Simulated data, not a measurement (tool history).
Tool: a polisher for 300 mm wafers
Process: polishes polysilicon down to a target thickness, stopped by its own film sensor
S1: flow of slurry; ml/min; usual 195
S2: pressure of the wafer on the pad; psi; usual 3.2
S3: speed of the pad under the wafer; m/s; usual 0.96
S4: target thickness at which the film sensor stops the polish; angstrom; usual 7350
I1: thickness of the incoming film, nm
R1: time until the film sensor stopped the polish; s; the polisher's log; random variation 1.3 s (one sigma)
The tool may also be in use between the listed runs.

{"run": 1, "hour": 0.0, "S1": 195, "S2": 3.2, "S3": 0.96, "S4": 7350, "I1": 1550.3, "R1": 126.6}
{"run": 2, "hour": 32.7, "S1": 195, "S2": 3.2, "S3": 0.96, "S4": 7350, "I1": 1573.2, "R1": 135.8}
{"run": 3, "hour": 52.7, "S1": 195, "S2": 3.2, "S3": 0.96, "S4": 7350, "I1": 1560.8, "R1": 134.0}
{"hour": 74.3, "done": "worn pad replaced by a new one"}
{"run": 4, "hour": 88.4, "S1": 195, "S2": 3.2, "S3": 0.96, "S4": 7350, "I1": 1570.4, "R1": 132.2}
{"run": 5, "hour": 101.4, "S1": 195, "S2": 3.2, "S3": 0.96, "S4": 7350, "I1": 1565.4, "R1": 128.4}
{"run": 6, "hour": 131.8, "S1": 195, "S2": 3.2, "S3": 0.96, "S4": 7350, "I1": 1527.6, "R1": 128.6}
{"run": 7, "hour": 153.7, "S1": 195, "S2": 3.9, "S3": 0.96, "S4": 7350, "I1": 1539.0, "R1": 114.9}
{"hour": 164.9, "done": "worn pad replaced by a new one"}
{"hour": 170.2, "done": "head pressure recalibrated"}
{"run": 8, "hour": 175.1, "S1": 195, "S2": 3.9, "S3": 0.96, "S4": 7350, "I1": 1556.7, "R1": 111.2}
{"run": 9, "hour": 210.3, "S1": 170, "S2": 3.8, "S3": 0.68, "S4": 10160, "I1": 1554.6, "R1": 110.3}
{"run": 10, "hour": 234.2, "S1": 235, "S2": 2.5, "S3": 1.22, "S4": 5250, "I1": 1547.7, "R1": 155.4}

The next listed run, before its measurement:
{"hour": 249.1, "done": "worn pad replaced by a new one"}
{"run": 11, "hour": 262.5, "S1": 225, "S2": 2.6, "S3": 1.14, "S4": 7350, "I1": 1538.5, "R1": "?"}

{"run 11": {"R1": 126.0}}
Without the tool's hidden state the same run would have given R1 113.4 s.
